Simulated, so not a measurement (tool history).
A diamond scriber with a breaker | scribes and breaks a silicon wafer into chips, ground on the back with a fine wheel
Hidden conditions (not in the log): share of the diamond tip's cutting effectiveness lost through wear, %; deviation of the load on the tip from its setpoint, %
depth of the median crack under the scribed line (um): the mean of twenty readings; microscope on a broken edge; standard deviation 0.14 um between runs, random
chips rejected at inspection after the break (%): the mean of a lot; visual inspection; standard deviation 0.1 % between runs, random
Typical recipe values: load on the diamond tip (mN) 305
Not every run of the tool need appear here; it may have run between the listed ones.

run,hour,load on the diamond tip (mN),wafers since the last listed run,hours since the diamond tip was replaced,hours since the load on the tip was calibrated,"incoming depth of the damage left on the back of the incoming wafer, um",depth of the median crack under the scribed line (um),chips rejected at inspection after the break (%)
1,0,305,0,509.7,202.2,2.64,12.86,2.41
2,107.6,305,149,617.3,309.8,2.71,13.12,2.62
3,183.6,247,105,693.3,385.8,2,10.89,5.3
4,270.1,247,120,779.8,472.3,2.31,11.04,5.34
5,349,247,109,858.7,551.2,1.67,10.96,4.86
6,435,305,119,944.7,637.2,2.57,13.4,2.34
7,487.8,305,73,997.5,690,2.34,13.52,2.53
# hour 560.2: diamond tip replaced by a new one
8,660.5,362,236,100.3,862.7,2.21,15.41,5.19
9,709.4,339,67,149.2,911.6,1.66,14.38,3.67
10,759.6,339,69,199.4,961.8,2.96,14.83,4.12
11,805.5,339,63,245.3,1007.7,2.63,14.63,3.94
12,899.1,276,129,338.9,1101.3,2.66,12.5,2.67
13,967.7,366,95,407.5,1169.9,2.46,15.42,6.28
14,1006.2,216,53,446,1208.4,2.59,10.03,9.07
15,1052.6,273,64,492.4,1254.8,2.87,12.48,3.11
# hour 1110.9: load on the tip recalibrated
16,1148.5,366,130,588.3,37.6,2.54,15.22,4.48
17,1215.2,355,92,655,104.3,2.18,14.69,4.08
18,1289.9,277,103,729.7,179,2.16,11.88,3.07
19,1361.8,241,99,801.6,250.9,2.12,10.73,5.59
20,1454.1,340,128,893.9,343.2,1.87,14.28,3.15
21,1524.1,254,97,963.9,413.2,2.81,11.41,4.81
22,1583.3,247,82,1023.1,472.4,2.97,10.95,5.53

Same runs, no hidden state in the tool, same run-to-run variation:
run,depth of the median crack under the scribed line (um),chips rejected at inspection after the break (%)
1,12.72,2.41
2,12.92,2.62
3,10.68,5.97
4,10.8,6.13
5,10.69,5.74
6,13.01,2.3
7,13.11,2.46
8,14.83,4.07
9,13.81,2.85
10,14.21,3.31
11,13.99,3.09
12,11.92,3.31
13,14.66,4.59
14,9.51,11.85
15,11.83,3.99
16,15.11,4.3
17,14.55,3.84
18,11.72,3.28
19,10.55,6.16
20,14,2.8
21,11.15,5.52
22,10.67,6.41
